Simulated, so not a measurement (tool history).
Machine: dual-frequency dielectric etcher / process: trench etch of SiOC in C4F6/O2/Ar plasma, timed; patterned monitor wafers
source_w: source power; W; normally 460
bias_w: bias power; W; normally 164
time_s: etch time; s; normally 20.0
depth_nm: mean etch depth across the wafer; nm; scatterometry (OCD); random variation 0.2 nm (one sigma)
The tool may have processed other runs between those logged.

run,day,source_w,bias_w,time_s,wafers since the last listed run,hours since the last wet clean,hours since the last source power generator calibration,hours since the last bias power generator calibration,hours since the last upper electrode change,hours since the gauge calibration,"read-back reference wafer on the same gauge, depth_nm",depth_nm
1,0.000,460,164,20.0,0,272.4,4174.0,4040.1,4122.9,352.5,50.60,45.89
2,1.100,460,164,20.0,427,298.8,4200.4,4066.5,4149.3,378.9,50.58,45.72
# day 4.112: wet clean of the chamber
3,4.133,460,164,20.0,789,0.5,4273.2,4139.3,4222.1,451.7,50.52,45.90
4,5.988,460,164,20.0,720,45.0,4317.7,4183.8,4266.6,496.2,50.56,45.70
# day 10.925: gauge calibrated
5,14.071,460,164,20.0,3138,239.0,4511.7,4377.8,4460.6,75.5,51.27,46.67
6,15.404,460,164,20.0,517,271.0,4543.7,4409.8,4492.6,107.5,51.15,46.32
# day 16.425: bias power generator calibrated
# day 18.000: wet clean of the chamber
# day 18.488: source power generator calibrated
# day 19.721: upper electrode replaced
7,21.483,460,164,20.0,1454,83.6,71.9,121.4,42.3,253.4,50.76,45.91
8,22.583,460,164,20.0,427,110.0,98.3,147.8,68.7,279.8,50.79,45.71
9,24.175,510,164,20.0,618,148.2,136.5,186.0,106.9,318.0,50.71,47.59
10,25.412,510,164,20.0,480,177.9,166.2,215.7,136.6,347.7,50.66,48.07
11,26.692,460,164,20.0,496,208.6,196.9,246.4,167.3,378.4,50.54,46.16
12,28.512,490,125,15.5,707,252.3,240.6,290.1,211.0,422.1,50.53,34.30
13,30.354,380,153,22.5,715,296.5,284.8,334.3,255.2,466.3,50.53,47.37
14,32.412,500,201,17.0,799,345.9,334.2,383.7,304.6,515.7,50.54,41.78
15,33.462,540,183,17.0,407,371.1,359.4,408.9,329.8,540.9,50.50,42.28
# day 35.383: wet clean of the chamber
16,35.404,500,150,18.5,365,0.5,406.0,455.5,376.4,587.5,50.53,42.58

Each row is a separate what-if for the run after 16, all from the same tool condition, not one after another. Results?
A,35.421,560,164,20.0,6,0.9,406.4,455.9,376.8,587.9,?,?
B,35.421,580,164,20.0,6,0.9,406.4,455.9,376.8,587.9,?,?
C,35.421,460,164,14.5,6,0.9,406.4,455.9,376.8,587.9,?,?
D,35.421,410,136,20.0,6,0.9,406.4,455.9,376.8,587.9,?,?

run,"read-back reference wafer on the same gauge, depth_nm",depth_nm
A,50.44,49.07
B,50.44,49.72
C,50.44,33.08
D,50.44,41.85
Without the tool's hidden state the same runs would have given:
run,depth_nm
A,50.24
B,50.90
C,33.86
D,42.84
